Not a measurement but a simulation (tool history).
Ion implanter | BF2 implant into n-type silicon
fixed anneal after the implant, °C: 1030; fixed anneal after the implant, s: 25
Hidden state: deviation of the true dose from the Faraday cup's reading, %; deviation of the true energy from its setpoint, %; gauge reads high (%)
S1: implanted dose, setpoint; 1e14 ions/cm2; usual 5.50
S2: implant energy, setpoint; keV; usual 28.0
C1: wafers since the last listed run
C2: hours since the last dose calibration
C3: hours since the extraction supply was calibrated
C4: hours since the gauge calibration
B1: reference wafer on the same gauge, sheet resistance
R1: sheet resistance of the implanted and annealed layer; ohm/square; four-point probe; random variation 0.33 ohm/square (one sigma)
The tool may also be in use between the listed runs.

Run 1, hour 0.0: usual settings but S2 25.0 keV; C1 0; C2 663.4; C3 5616.8; C4 57.4; B1 208.94. Result: R1 221.93 ohm/square.
Run 2, hour 7.4: usual settings; C1 135; C2 670.8; C3 5624.2; C4 64.8; B1 209.05. Result: R1 217.87 ohm/square.
Run 3, hour 22.8: usual settings; C1 282; C2 686.2; C3 5639.6; C4 80.2; B1 209.01. Result: R1 218.46 ohm/square.
Run 4, hour 67.6: usual settings; C1 822; C2 731.0; C3 5684.4; C4 125.0; B1 209.11. Result: R1 218.59 ohm/square.
Run 5, hour 78.7: usual settings but S1 6.07 1e14 ions/cm2; C1 203; C2 742.1; C3 5695.5; C4 136.1; B1 209.06. Result: R1 201.23 ohm/square.
Run 6, hour 87.2: usual settings but S1 6.07 1e14 ions/cm2; C1 156; C2 750.6; C3 5704.0; C4 144.6; B1 208.94. Result: R1 201.45 ohm/square.
Run 7, hour 101.3: usual settings but S1 6.07 1e14 ions/cm2; C1 258; C2 764.7; C3 5718.1; C4 158.7; B1 208.92. Result: R1 200.92 ohm/square.
Run 8, hour 117.7: usual settings but S1 6.32 1e14 ions/cm2; C1 301; C2 781.1; C3 5734.5; C4 175.1; B1 208.98. Result: R1 194.40 ohm/square.
At hour 129.8: extraction supply calibrated.
Run 9, hour 130.3: usual settings but S1 6.32 1e14 ions/cm2; C1 84; C2 793.7; C3 0.5; C4 187.7; B1 208.90. Result: R1 193.83 ohm/square.
Run 10, hour 139.8: usual settings but S1 6.32 1e14 ions/cm2; C1 174; C2 803.2; C3 10.0; C4 197.2; B1 209.14. Result: R1 194.65 ohm/square.
Run 11, hour 152.6: usual settings; C1 235; C2 816.0; C3 22.8; C4 210.0; B1 208.94. Result: R1 217.38 ohm/square.
Run 12, hour 168.0: usual settings; C1 282; C2 831.4; C3 38.2; C4 225.4; B1 209.13. Result: R1 217.59 ohm/square.
Run 13, hour 180.6: usual settings; C1 231; C2 844.0; C3 50.8; C4 238.0; B1 208.93. Result: R1 217.48 ohm/square.
At hour 193.7: gauge calibrated.
At hour 196.9: Faraday cup replaced and dose calibrated.
Run 14, hour 197.6: usual settings but S2 18.5 keV; C1 165; C2 0.7; C3 67.8; C4 3.9; B1 208.95. Result: R1 235.93 ohm/square.
Run 15, hour 214.4: usual settings but S1 4.67 1e14 ions/cm2, S2 33.5 keV; C1 308; C2 17.5; C3 84.6; C4 20.7; B1 209.02. Result: R1 250.45 ohm/square.
Run 16, hour 229.5: usual settings but S1 4.54 1e14 ions/cm2; C1 277; C2 32.6; C3 99.7; C4 35.8; B1 209.10. Result: R1 260.22 ohm/square.
Run 17, hour 240.3: usual settings but S1 6.38 1e14 ions/cm2, S2 19.5 keV; C1 198; C2 43.4; C3 110.5; C4 46.6; B1 209.07. Result: R1 208.73 ohm/square.
Run 18, hour 254.7: usual settings but S1 4.91 1e14 ions/cm2, S2 22.5 keV; C1 264; C2 57.8; C3 124.9; C4 61.0; B1 209.01. Result: R1 250.05 ohm/square.
Run 19, hour 272.1: usual settings; C1 319; C2 75.2; C3 142.3; C4 78.4; B1 208.90. Result: R1 222.64 ohm/square.
Run 20, hour 280.3: usual settings but S1 6.94 1e14 ions/cm2, S2 32.0 keV; C1 150; C2 83.4; C3 150.5; C4 86.6; B1 209.00. Result: R1 180.52 ohm/square.
Run 21, hour 287.2: usual settings but S1 6.26 1e14 ions/cm2, S2 20.0 keV; C1 126; C2 90.3; C3 157.4; C4 93.5; B1 209.04. Result: R1 211.02 ohm/square.
Run 22, hour 301.2: usual settings but S1 6.06 1e14 ions/cm2; C1 257; C2 104.3; C3 171.4; C4 107.5; B1 208.98. Result: R1 204.59 ohm/square.
Run 23, hour 311.6: usual settings but S1 6.93 1e14 ions/cm2, S2 35.0 keV; C1 191; C2 114.7; C3 181.8; C4 117.9; B1 208.91. Result: R1 177.60 ohm/square.
Run 24, hour 328.4: usual settings but S1 6.72 1e14 ions/cm2, S2 22.0 keV; C1 308; C2 131.5; C3 198.6; C4 134.7; B1 209.01. Result: R1 195.96 ohm/square.

Hidden state or all else? Some run-to-run changes of R1, split into what the settings, what came in and random variation would give without the hidden state, and what is left for the hidden state (with any gauge scatter that isn't in both results):
Run 10 -> 11: S1 6.32 -> 5.50. R1 +22.73 ohm/square: hidden state -0.87, all else +23.60.
Run 13 -> 14: S2 28.0 -> 18.5, gauge calibrated, Faraday cup replaced and dose calibrated. R1 +18.45 ohm/square: hidden state +5.56, all else +12.89.
Run 16 -> 17: S1 4.54 -> 6.38, S2 28.0 -> 19.5. R1 -51.49 ohm/square: hidden state +0.26, all else -51.75.
Run 19 -> 20: S1 5.50 -> 6.94, S2 28.0 -> 32.0. R1 -42.12 ohm/square: hidden state +0.21, all else -42.33.
